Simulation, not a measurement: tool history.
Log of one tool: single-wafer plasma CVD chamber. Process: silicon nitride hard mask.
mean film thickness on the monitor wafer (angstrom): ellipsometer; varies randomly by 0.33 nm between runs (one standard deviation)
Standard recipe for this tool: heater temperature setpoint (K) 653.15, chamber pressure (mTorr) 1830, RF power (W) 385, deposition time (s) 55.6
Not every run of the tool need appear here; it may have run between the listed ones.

run    hour  heater temperature setpoint (K)  chamber pressure (mTorr)  RF power (W)  deposition time (s)  read-back reference wafer on the same gauge, thickness_nm  mean film thickness on the monitor wafer (angstrom)
  1     0.0                           656.15                      1830           385                 58.6                                                     64.235                                               768.97
  2    81.9                           653.15                      1830           385                 55.6                                                     64.238                                               728.39
  3   133.8                           653.15                      1830           385                 55.6                                                     64.144                                               729.66
  4   182.0                           653.15                      1830           385                 50.6                                                     64.198                                               667.01
  5   267.5                           653.15                      1830           385                 50.6                                                     64.154                                               664.74
  6   316.9                           653.15                      1830           385                 50.6                                                     64.240                                               660.78
      377.0  -- RF generator calibrated
  7   408.4                           653.15                      1830           385                 55.6                                                     64.196                                               725.17
  8   451.9                           653.15                      1830           385                 55.6                                                     64.167                                               729.00
  9   552.5                           653.15                      1600           450                 55.6                                                     64.143                                               810.87
      634.2  -- thermocouple changed; heater temperature recalibrated
 10   634.7                           649.15                      1980           385                 55.6                                                     64.194                                               735.71
 11   730.8                           653.15                      1830           385                 55.6                                                     64.185                                               725.50
 12   792.3                           653.15                      1830           385                 66.4                                                     64.218                                               858.03
 13   892.0                           663.15                      1490           355                 55.6                                                     64.165                                               633.32
      950.6  -- capacitance manometer re-zeroed and calibrated
 14   961.1                           665.15                      2120           385                 55.6                                                     64.152                                               744.91
 15  1038.3                           653.15                      1830           385                 55.6                                                     64.197                                               724.34
 16  1087.8                           645.15                      1630           385                 55.6                                                     64.092                                               710.68
     1259.7  -- RF generator calibrated
     1262.8  -- gauge calibrated
 17  1277.7                           653.15                      2230           310                 55.6                                                     64.185                                               593.71
 18  1559.0                           653.15                      2270           455                 55.6                                                     64.217                                               869.26
 19  1639.1                           660.15                      2240           350                 66.2                                                     64.237                                               809.50
 20  1684.6                           653.15                      1830           320                 52.5                                                     64.205                                               559.88
 21  1764.4                           653.15                      1830           320                 58.8                                                     64.197                                               622.33

What will run 22 give?
 22  1859.3                           665.15                      1830           320                 55.6                                                          ?                                                    ?

Run 22 yielded read-back reference wafer on the same gauge, thickness_nm 64.231, mean film thickness on the monitor wafer (angstrom) 587.03.
If the tool had no hidden condition, the same run with the same run-to-run variation would have returned mean film thickness on the monitor wafer (angstrom) 594.21.
